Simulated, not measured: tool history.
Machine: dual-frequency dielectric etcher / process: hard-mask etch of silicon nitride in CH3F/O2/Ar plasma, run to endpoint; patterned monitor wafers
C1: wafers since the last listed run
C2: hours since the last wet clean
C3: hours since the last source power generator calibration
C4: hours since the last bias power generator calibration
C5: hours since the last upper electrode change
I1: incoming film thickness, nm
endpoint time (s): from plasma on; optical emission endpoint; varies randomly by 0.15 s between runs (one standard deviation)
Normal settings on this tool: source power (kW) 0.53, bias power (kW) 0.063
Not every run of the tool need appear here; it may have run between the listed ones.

Run 1, hour 0: usual settings but source power (kW) 0.48; C1 0; C2 367.5; C3 3905.8; C4 2295.4; C5 2559.3; I1 39.67. Result: endpoint time (s) 50.8.
Run 2, hour 21.4: usual settings but source power (kW) 0.57, bias power (kW) 0.059; C1 224; C2 388.9; C3 3927.2; C4 2316.8; C5 2580.7; I1 40.14. Result: endpoint time (s) 50.
Run 3, hour 41.2: usual settings but source power (kW) 0.57, bias power (kW) 0.059; C1 207; C2 408.7; C3 3947; C4 2336.6; C5 2600.5; I1 39.54. Result: endpoint time (s) 49.1.
At hour 59.8: source power generator calibrated.
Run 4, hour 76.8: usual settings but source power (kW) 0.63, bias power (kW) 0.076; C1 330; C2 444.3; C3 17; C4 2372.2; C5 2636.1; I1 39.68. Result: endpoint time (s) 42.6.
Run 5, hour 105.6: usual settings but source power (kW) 0.63, bias power (kW) 0.076; C1 301; C2 473.1; C3 45.8; C4 2401; C5 2664.9; I1 39.48. Result: endpoint time (s) 42.7.
Run 6, hour 131.2: usual settings; C1 268; C2 498.7; C3 71.4; C4 2426.6; C5 2690.5; I1 39.74. Result: endpoint time (s) 48.9.
At hour 156.3: wet clean of the chamber.
Run 7, hour 165.6: usual settings; C1 108; C2 9.3; C3 105.8; C4 2461; C5 2724.9; I1 39.74. Result: endpoint time (s) 50.1.
Run 8, hour 185.1: usual settings; C1 204; C2 28.8; C3 125.3; C4 2480.5; C5 2744.4; I1 40.09. Result: endpoint time (s) 50.4.
Run 9, hour 216.7: usual settings; C1 330; C2 60.4; C3 156.9; C4 2512.1; C5 2776; I1 40.06. Result: endpoint time (s) 50.5.
Run 10, hour 232.2: usual settings; C1 162; C2 75.9; C3 172.4; C4 2527.6; C5 2791.5; I1 40.01. Result: endpoint time (s) 50.4.
Run 11, hour 251.4: usual settings; C1 201; C2 95.1; C3 191.6; C4 2546.8; C5 2810.7; I1 40.25. Result: endpoint time (s) 50.8.
Run 12, hour 278.4: usual settings; C1 282; C2 122.1; C3 218.6; C4 2573.8; C5 2837.7; I1 39.41. Result: endpoint time (s) 49.1.
Run 13, hour 311.8: usual settings; C1 349; C2 155.5; C3 252; C4 2607.2; C5 2871.1; I1 39.82. Result: endpoint time (s) 49.7.
At hour 316: bias power generator calibrated.
Run 14, hour 339.4: usual settings; C1 247; C2 183.1; C3 279.6; C4 23.4; C5 2898.7; I1 39.98. Result: endpoint time (s) 50.9.
At hour 380: upper electrode replaced.
Run 15, hour 380.5: usual settings but source power (kW) 0.66, bias power (kW) 0.07; C1 179; C2 224.2; C3 320.7; C4 64.5; C5 0.5; I1 40.29. Result: endpoint time (s) 45.5.
Run 16, hour 384.3: usual settings but source power (kW) 0.45, bias power (kW) 0.049; C1 39; C2 228; C3 324.5; C4 68.3; C5 4.3; I1 39.78. Result: endpoint time (s) 58.7.
Run 17, hour 408.2: usual settings but source power (kW) 0.46, bias power (kW) 0.077; C1 250; C2 251.9; C3 348.4; C4 92.2; C5 28.2; I1 39.73. Result: endpoint time (s) 48.2.
Run 18, hour 431.1: usual settings but source power (kW) 0.47, bias power (kW) 0.051; C1 239; C2 274.8; C3 371.3; C4 115.1; C5 51.1; I1 40.16. Result: endpoint time (s) 57.9.
Run 19, hour 447.3: usual settings but source power (kW) 0.45, bias power (kW) 0.05; C1 169; C2 291; C3 387.5; C4 131.3; C5 67.3; I1 39.98. Result: endpoint time (s) 58.7.
Run 20, hour 476.3: usual settings; C1 303; C2 320; C3 416.5; C4 160.3; C5 96.3; I1 40.25. Result: endpoint time (s) 50.8.
Run 21, hour 498.8: usual settings but source power (kW) 0.65, bias power (kW) 0.049; C1 235; C2 342.5; C3 439; C4 182.8; C5 118.8; I1 40.07. Result: endpoint time (s) 52.8.
Run 22, hour 521.7: usual settings but source power (kW) 0.48; C1 239; C2 365.4; C3 461.9; C4 205.7; C5 141.7; I1 39.83. Result: endpoint time (s) 51.8.
Run 23, hour 550.8: usual settings but source power (kW) 0.64, bias power (kW) 0.075; C1 304; C2 394.5; C3 491; C4 234.8; C5 170.8; I1 39.88. Result: endpoint time (s) 43.8.
Run 24, hour 572.5: usual settings; C1 227; C2 416.2; C3 512.7; C4 256.5; C5 192.5; I1 40.18. Result: endpoint time (s) 50.5.
Run 25, hour 594.7: usual settings but source power (kW) 0.43, bias power (kW) 0.052; C1 232; C2 438.4; C3 534.9; C4 278.7; C5 214.7; I1 39.6. Result: endpoint time (s) 57.
Run 26, hour 610.3: usual settings but source power (kW) 0.44, bias power (kW) 0.047; C1 163; C2 454; C3 550.5; C4 294.3; C5 230.3; I1 39.8. Result: endpoint time (s) 59.8.
Run 27, hour 632.2: usual settings but bias power (kW) 0.068; C1 229; C2 475.9; C3 572.4; C4 316.2; C5 252.2; I1 39.94. Result: endpoint time (s) 48.6.
Run 28, hour 666.1: usual settings but source power (kW) 0.57, bias power (kW) 0.055; C1 354; C2 509.8; C3 606.3; C4 350.1; C5 286.1; I1 39.85. Result: endpoint time (s) 51.4.
Run 29, hour 698.2: usual settings; C1 336; C2 541.9; C3 638.4; C4 382.2; C5 318.2; I1 39.78. Result: endpoint time (s) 49.4.
Run 30, hour 732.4: usual settings but source power (kW) 0.61; C1 358; C2 576.1; C3 672.6; C4 416.4; C5 352.4; I1 40.23. Result: endpoint time (s) 48.
Run 31, hour 757: usual settings; C1 257; C2 600.7; C3 697.2; C4 441; C5 377; I1 39.85. Result: endpoint time (s) 49.3.
At hour 806.2: wet clean of the chamber.
Run 32, hour 806.7: usual settings but bias power (kW) 0.051; C1 269; C2 0.5; C3 746.9; C4 490.7; C5 426.7; I1 39.46. Result: endpoint time (s) 55.8.
Run 33, hour 821.7: usual settings but source power (kW) 0.64, bias power (kW) 0.078; C1 157; C2 15.5; C3 761.9; C4 505.7; C5 441.7; I1 39.68. Result: endpoint time (s) 44.3.
Run 34, hour 866.4: usual settings; C1 468; C2 60.2; C3 806.6; C4 550.4; C5 486.4; I1 39.95. Result: endpoint time (s) 51.5.
Run 35, hour 897.5: usual settings but source power (kW) 0.47, bias power (kW) 0.058; C1 325; C2 91.3; C3 837.7; C4 581.5; C5 517.5; I1 40.21. Result: endpoint time (s) 56.
Run 36, hour 925.8: usual settings but bias power (kW) 0.048; C1 296; C2 119.6; C3 866; C4 609.8; C5 545.8; I1 39.55. Result: endpoint time (s) 57.3.

Here are 3 independent what-if runs from the current tool condition. What would each one return?
Run A, hour 926.2: usual settings but source power (kW) 0.5; C1 4; C2 120; C3 866.4; C4 610.2; C5 546.2; I1 39.79. Result: endpoint time (s) ?.
Run B, hour 926.2: usual settings but source power (kW) 0.49, bias power (kW) 0.053; C1 4; C2 120; C3 866.4; C4 610.2; C5 546.2; I1 39.79. Result: endpoint time (s) ?.
Run C, hour 926.2: usual settings but source power (kW) 0.6, bias power (kW) 0.053; C1 4; C2 120; C3 866.4; C4 610.2; C5 546.2; I1 39.79. Result: endpoint time (s) ?.

run  endpoint time (s)
  A               52.2
  B               56.5
  C               53.1
Had the tool no hidden state, the same runs would have come out as:
run  endpoint time (s)
  A               52.3
  B               56.7
  C               53.2

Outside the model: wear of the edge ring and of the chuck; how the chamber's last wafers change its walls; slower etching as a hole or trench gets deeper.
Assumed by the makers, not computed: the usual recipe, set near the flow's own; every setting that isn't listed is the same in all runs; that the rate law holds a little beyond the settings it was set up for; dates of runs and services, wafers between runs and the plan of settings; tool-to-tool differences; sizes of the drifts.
